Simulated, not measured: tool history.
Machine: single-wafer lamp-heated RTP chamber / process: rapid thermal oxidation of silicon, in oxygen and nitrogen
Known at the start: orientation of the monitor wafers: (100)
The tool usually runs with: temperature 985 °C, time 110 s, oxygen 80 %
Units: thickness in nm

run	hour	temperature	time	oxygen	read-back reference wafer on the same gauge, thickness	thickness
1	0.0	985	76	80	7.536	6.060
2	30.3	985	76	80	7.540	6.068
3	75.4	985	76	80	7.540	6.088
4	116.9	985	110	80	7.538	7.168
5	166.5	985	110	80	7.539	7.183
6	223.6	985	110	80	7.537	7.217
# hour 254.5: pyrometer window cleaned and pyrometer calibrated
7	280.8	985	110	97	7.537	7.651
8	328.0	985	110	97	7.539	7.665
9	357.4	985	110	97	7.542	7.661
10	428.7	998	110	72	7.545	7.607
11	481.4	998	110	72	7.538	7.612
12	535.4	995	110	80	7.539	7.724
13	584.9	995	110	80	7.537	7.750
14	650.1	995	110	80	7.536	7.777
# hour 681.9: pyrometer window cleaned and pyrometer calibrated
15	704.4	985	110	88	7.546	7.372
16	765.5	966	61	62	7.542	4.435
17	799.4	1005	72	66	7.541	6.419
# hour 825.2: oxygen flow controller replaced
18	831.3	1009	87	58	7.539	6.875
19	867.0	976	132	88	7.541	7.503
20	932.3	958	110	98	7.540	6.263
21	963.0	1012	153	71	7.540	9.762
22	990.5	985	110	80	7.541	7.203
23	1030.1	985	110	80	7.541	7.169
# hour 1079.5: gauge calibrated
24	1095.6	985	145	98	7.541	8.791
# hour 1104.9: pyrometer window cleaned and pyrometer calibrated
25	1135.5	985	110	80	7.541	7.156
26	1192.3	995	137	96	7.537	9.060
27	1258.8	985	110	80	7.540	7.144
28	1324.9	1011	135	57	7.538	8.443
29	1371.5	985	110	80	7.539	7.159
30	1412.0	985	110	80	7.537	7.193
31	1441.0	985	71	98	7.539	6.362
32	1468.4	1006	110	50	7.540	7.123
33	1514.9	985	68	80	7.536	5.841
# hour 1562.2: pyrometer window cleaned and pyrometer calibrated
34	1578.4	985	82	80	7.536	6.259
35	1610.0	1014	155	61	7.538	9.403
36	1638.4	976	86	98	7.542	6.445
37	1692.5	1005	72	66	7.538	6.427
38	1718.0	985	73	90	7.541	6.202
39	1764.9	960	70	80	7.538	4.888

Each row is a separate what-if for the run after 39, all from the same tool condition, not one after another. Results?
A	1765.3	985	110	80	?	?
B	1765.3	1011	159	80	?	?
C	1765.3	958	110	80	?	?

run	read-back reference wafer on the same gauge, thickness	thickness
A	7.543	7.160
B	7.543	10.287
C	7.543	5.840
Had the tool no hidden state, the same runs would have come out as:
run	thickness
A	7.136
B	10.253
C	5.820
